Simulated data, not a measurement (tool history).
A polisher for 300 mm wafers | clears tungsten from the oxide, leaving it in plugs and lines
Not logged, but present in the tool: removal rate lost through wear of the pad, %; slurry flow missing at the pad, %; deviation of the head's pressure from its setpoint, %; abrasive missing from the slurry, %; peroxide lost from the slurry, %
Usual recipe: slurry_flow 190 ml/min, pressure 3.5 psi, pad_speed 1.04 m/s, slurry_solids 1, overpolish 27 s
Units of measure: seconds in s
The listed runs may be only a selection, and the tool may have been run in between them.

run   hour  slurry_flow  pressure  pad_speed  slurry_solids  overpolish  wafers since the last listed run  wafers polished on this pad  hours since the slurry nozzle was cleaned  hours since the head pressure was calibrated  hours since the slurry blender was calibrated  hours since the slurry got fresh peroxide  incoming thickness of the incoming film, nm  seconds
  1      0          190       3.5       1.04              1          27                                 0                          572                                      323.6                                          21.6                                          244.6                                        0.5                                          385      108
      10.1  -- slurry blender recalibrated
  2   91.8          190       3.5       1.04              1          27                              1149                         1722                                      415.4                                         113.4                                           81.7                                       92.3                                        389.6     94.9
  3  124.2          190         3       1.04              1          27                               414                         2137                                      447.8                                         145.8                                          114.1                                      124.7                                        386.9    108.5
       140  -- slurry nozzle cleaned
  4  159.9          190         3       1.04              1          27                               444                         2581                                       19.9                                         181.5                                          149.8                                      160.4                                        391.4    113.9
     171.2  -- worn pad replaced by a new one
  5  193.2          190         3       1.04              1          27                               375                          281                                       53.2                                         214.8                                          183.1                                      193.7                                        389.7    116.2
       217  -- slurry tank refilled with fresh slurry and peroxide
  6  225.1          190       3.5       1.04              1          27                               395                          677                                       85.1                                         246.7                                            215                                        8.1                                        390.3    106.4
     247.3  -- slurry blender recalibrated
  7  247.7          190         4       1.04            1.1          27                               263                          941                                      107.7                                         269.3                                            0.4                                       30.7                                        389.2     77.3
  8  269.5          190       4.6       1.04            1.1          27                               279                         1220                                      129.5                                         291.1                                           22.2                                       52.5                                        386.8     69.7
  9  281.5          190       3.5       1.04           1.25          27                               153                         1373                                      141.5                                         303.1                                           34.2                                       64.5                                        384.7     83.6
 10  300.4          190       4.6       1.04            1.1          27                               241                         1615                                      160.4                                           322                                           53.1                                       83.4                                        394.2     72.4
 11  335.2          165       2.4       0.84            1.1          27                               445                         2061                                      195.2                                         356.8                                           87.9                                      118.2                                        393.4    161.4
 12  369.6          250       3.5       1.04              1          31                               440                         2501                                      229.6                                         391.2                                          122.3                                      152.6                                        391.5       94
     399.7  -- worn pad replaced by a new one
 13  400.2          190       3.2       1.04            1.2          27                               340                            5                                      260.2                                         421.8                                          152.9                                      183.2                                        391.2    100.1

Predict the results of run 14:
 14  432.7          190       3.1       1.04              1          27                               416                          422                                      292.7                                         454.3                                          185.4                                      215.7                                        391.2        ?

Run 14 gave seconds 109.7 s.
Without the tool's hidden state the same run would have given seconds 97.8 s.

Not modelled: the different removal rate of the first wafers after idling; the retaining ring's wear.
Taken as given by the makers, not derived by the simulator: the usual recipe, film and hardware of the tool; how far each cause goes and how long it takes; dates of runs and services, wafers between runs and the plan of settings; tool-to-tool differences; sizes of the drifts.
